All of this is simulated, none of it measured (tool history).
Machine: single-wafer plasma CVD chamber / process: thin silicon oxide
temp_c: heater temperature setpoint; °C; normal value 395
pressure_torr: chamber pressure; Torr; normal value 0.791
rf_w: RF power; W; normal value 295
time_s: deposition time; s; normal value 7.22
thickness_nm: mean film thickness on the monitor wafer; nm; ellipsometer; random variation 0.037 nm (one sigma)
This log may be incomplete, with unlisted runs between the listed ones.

run   hour  temp_c  pressure_torr  rf_w  time_s  wafers since the last listed run  hours since the last thermocouple change  hours since the last RF generator calibration  hours since the last manometer calibration  hours since the showerhead was replaced  hours since the gauge calibration  read-back reference wafer on the same gauge, thickness_nm  thickness_nm
  1    0.0     388          0.791   295    7.22                                 0                                    1074.0                                         2385.2                                      1557.5                                   6874.7                              226.4                                                     12.906        13.106
  2   17.4     388          0.791   295    7.22                               529                                    1091.4                                         2402.6                                      1574.9                                   6892.1                              243.8                                                     12.910        13.070
  3   34.3     388          0.791   295    7.22                               514                                    1108.3                                         2419.5                                      1591.8                                   6909.0                              260.7                                                     12.906        13.099
  4   85.9     395          0.791   295    7.22                              1571                                    1159.9                                         2471.1                                      1643.4                                   6960.6                              312.3                                                     12.899        13.002
  5  102.4     395          0.791   295    7.22                               502                                    1176.4                                         2487.6                                      1659.9                                   6977.1                              328.8                                                     12.905        13.000
  6  114.8     395          0.791   295    7.22                               377                                    1188.8                                         2500.0                                      1672.3                                   6989.5                              341.2                                                     12.894        13.028
     138.9  -- thermocouple changed; heater temperature recalibrated
  7  139.4     395          0.842   295    7.22                               505                                       0.5                                         2524.6                                      1696.9                                   7014.1                              365.8                                                     12.899        13.610
     149.6  -- RF generator calibrated
  8  150.1     395          0.791   280    7.22                                82                                      11.2                                            0.5                                      1707.6                                   7024.8                              376.5                                                     12.877        12.712
  9  155.3     395          0.791   280    7.22                               158                                      16.4                                            5.7                                      1712.8                                   7030.0                              381.7                                                     12.905        12.719
 10  173.4     389          0.791   295    7.22                               551                                      34.5                                           23.8                                      1730.9                                   7048.1                              399.8                                                     12.903        13.087
 11  182.3     395          0.791   295    7.22                               271                                      43.4                                           32.7                                      1739.8                                   7057.0                              408.7                                                     12.905        12.973
 12  211.4     395          0.791   295    7.22                               886                                      72.5                                           61.8                                      1768.9                                   7086.1                              437.8                                                     12.912        12.971
     219.5  -- capacitance manometer re-zeroed and calibrated
     230.2  -- gauge calibrated
     230.3  -- showerhead replaced
 13  230.8     395          0.791   295    6.03                               103                                      91.9                                           81.2                                        11.3                                      0.5                                0.6                                                     12.910        11.353
 14  236.4     410          0.791   260    6.64                               170                                      97.5                                           86.8                                        16.9                                      6.1                                6.2                                                     12.890        11.743
 15  251.5     381          0.791   295    7.22                               459                                     112.6                                          101.9                                        32.0                                     21.2                               21.3                                                     12.899        13.664
 16  258.6     388          0.791   340    7.99                               216                                     119.7                                          109.0                                        39.1                                     28.3                               28.4                                                     12.890        16.014
 17  267.3     395          0.791   295    6.55                               264                                     128.4                                          117.7                                        47.8                                     37.0                               37.1                                                     12.905        12.322
 18  281.8     388          0.791   295    7.22                               441                                     142.9                                          132.2                                        62.3                                     51.5                               51.6                                                     12.891        13.642
 19  297.7     395          0.630   295    8.27                               484                                     158.8                                          148.1                                        78.2                                     67.4                               67.5                                                     12.895        13.082
 20  306.0     383          0.791   295    8.40                               252                                     167.1                                          156.4                                        86.5                                     75.7                               75.8                                                     12.905        15.932
 21  321.9     405          0.871   270    7.22                               484                                     183.0                                          172.3                                       102.4                                     91.6                               91.7                                                     12.888        13.894
 22  347.0     399          0.791   270    7.22                               764                                     208.1                                          197.4                                       127.5                                    116.7                              116.8                                                     12.883        12.936
 23  355.4     405          0.913   260    7.22                               255                                     216.5                                          205.8                                       135.9                                    125.1                              125.2                                                     12.909        14.056
 24  372.9     410          0.791   260    6.64                               532                                     234.0                                          223.3                                       153.4                                    142.6                              142.7                                                     12.903        11.662
 25  387.8     395          0.791   295    7.22                               453                                     248.9                                          238.2                                       168.3                                    157.5                              157.6                                                     12.915        13.564

Take each entry between the runs: how does the hidden state at the last listed run before it differ from the hidden state at the first listed run after it?
Runs 6 to 7: thermocouple changed; heater temperature recalibrated (hour 138.9)
  true pressure above the setpoint (%): -6.68 -> -6.79
  the result without the hidden state subtracted from the measured one, thickness_nm: -0.670 -> -0.702 nm
Runs 7 to 8: RF generator calibrated (hour 149.6)
  true pressure above the setpoint (%): -6.79 -> -6.84
  the result without the hidden state subtracted from the measured one, thickness_nm: -0.702 -> -0.670 nm
Runs 12 to 13: capacitance manometer re-zeroed and calibrated (hour 219.5); gauge calibrated (hour 230.2); showerhead replaced (hour 230.3)
  true pressure above the setpoint (%): -7.12 -> -0.742
  the result without the hidden state subtracted from the measured one, thickness_nm: -0.716 -> -0.062 nm

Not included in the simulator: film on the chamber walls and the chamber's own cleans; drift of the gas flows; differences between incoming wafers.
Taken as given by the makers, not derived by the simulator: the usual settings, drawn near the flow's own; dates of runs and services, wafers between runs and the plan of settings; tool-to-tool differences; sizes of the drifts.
